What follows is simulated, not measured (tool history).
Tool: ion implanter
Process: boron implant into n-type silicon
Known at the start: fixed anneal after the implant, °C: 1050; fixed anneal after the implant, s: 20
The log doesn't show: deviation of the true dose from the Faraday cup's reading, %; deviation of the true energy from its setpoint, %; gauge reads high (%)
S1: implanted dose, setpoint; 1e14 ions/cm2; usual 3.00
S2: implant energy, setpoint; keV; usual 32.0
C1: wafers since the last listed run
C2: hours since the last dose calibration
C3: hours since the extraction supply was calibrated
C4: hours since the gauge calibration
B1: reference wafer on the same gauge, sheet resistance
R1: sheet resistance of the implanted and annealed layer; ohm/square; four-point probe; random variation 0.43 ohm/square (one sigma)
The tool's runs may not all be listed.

run 1 hour=0.0 | S1=2.64 S2=32.0 | C1=0 C2=1147.3 C3=4548.1 C4=588.5 | B1=288.94 | R1=318.61
run 2 hour=98.5 | S1=2.64 S2=32.0 | C1=1903 C2=1245.8 C3=4646.6 C4=687.0 | B1=288.93 | R1=318.77
-- hour=124.4 Faraday cup replaced and dose calibrated
run 3 hour=199.4 | S1=2.40 S2=32.0 | C1=1795 C2=75.0 C3=4747.5 C4=787.9 | B1=288.98 | R1=347.28
run 4 hour=293.1 | S1=3.00 S2=32.0 | C1=1810 C2=168.7 C3=4841.2 C4=881.6 | B1=289.00 | R1=289.43
run 5 hour=366.9 | S1=3.44 S2=26.5 | C1=1426 C2=242.5 C3=4915.0 C4=955.4 | B1=289.00 | R1=263.91
run 6 hour=425.7 | S1=3.44 S2=26.5 | C1=1136 C2=301.3 C3=4973.8 C4=1014.2 | B1=288.96 | R1=263.43
run 7 hour=478.4 | S1=3.00 S2=32.0 | C1=1018 C2=354.0 C3=5026.5 C4=1066.9 | B1=288.97 | R1=289.84
-- hour=566.4 extraction supply calibrated
run 8 hour=579.3 | S1=3.00 S2=39.0 | C1=1795 C2=454.9 C3=12.9 C4=1167.8 | B1=289.04 | R1=282.66
run 9 hour=619.7 | S1=3.00 S2=39.0 | C1=780 C2=495.3 C3=53.3 C4=1208.2 | B1=288.98 | R1=282.56
run 10 hour=726.1 | S1=3.00 S2=39.0 | C1=2055 C2=601.7 C3=159.7 C4=1314.6 | B1=289.00 | R1=282.60
run 11 hour=794.6 | S1=3.00 S2=39.0 | C1=1323 C2=670.2 C3=228.2 C4=1383.1 | B1=288.91 | R1=282.63
run 12 hour=894.5 | S1=2.35 S2=32.0 | C1=1930 C2=770.1 C3=328.1 C4=1483.0 | B1=288.92 | R1=351.32
run 13 hour=949.2 | S1=3.64 S2=32.0 | C1=1056 C2=824.8 C3=382.8 C4=1537.7 | B1=288.95 | R1=245.71
-- hour=1004.1 gauge calibrated
run 14 hour=1009.7 | S1=3.00 S2=39.5 | C1=1169 C2=885.3 C3=443.3 C4=5.6 | B1=289.05 | R1=282.39
run 15 hour=1107.7 | S1=3.75 S2=32.0 | C1=1893 C2=983.3 C3=541.3 C4=103.6 | B1=289.06 | R1=239.67
run 16 hour=1207.6 | S1=3.00 S2=32.0 | C1=1930 C2=1083.2 C3=641.2 C4=203.5 | B1=289.11 | R1=287.41
run 17 hour=1269.0 | S1=3.00 S2=32.0 | C1=1186 C2=1144.6 C3=702.6 C4=264.9 | B1=289.01 | R1=287.52

Run 18 comes next. What will it give?
-- hour=1322.5 Faraday cup replaced and dose calibrated
run 18 hour=1375.4 | S1=2.49 S2=32.0 | C1=1901 C2=52.9 C3=809.0 C4=371.3 | B1=? | R1=?

{"run 18": {"B1": 288.99, "R1": 337.2}}
Without the tool's hidden state the same run would have given R1 337.38 ohm/square.

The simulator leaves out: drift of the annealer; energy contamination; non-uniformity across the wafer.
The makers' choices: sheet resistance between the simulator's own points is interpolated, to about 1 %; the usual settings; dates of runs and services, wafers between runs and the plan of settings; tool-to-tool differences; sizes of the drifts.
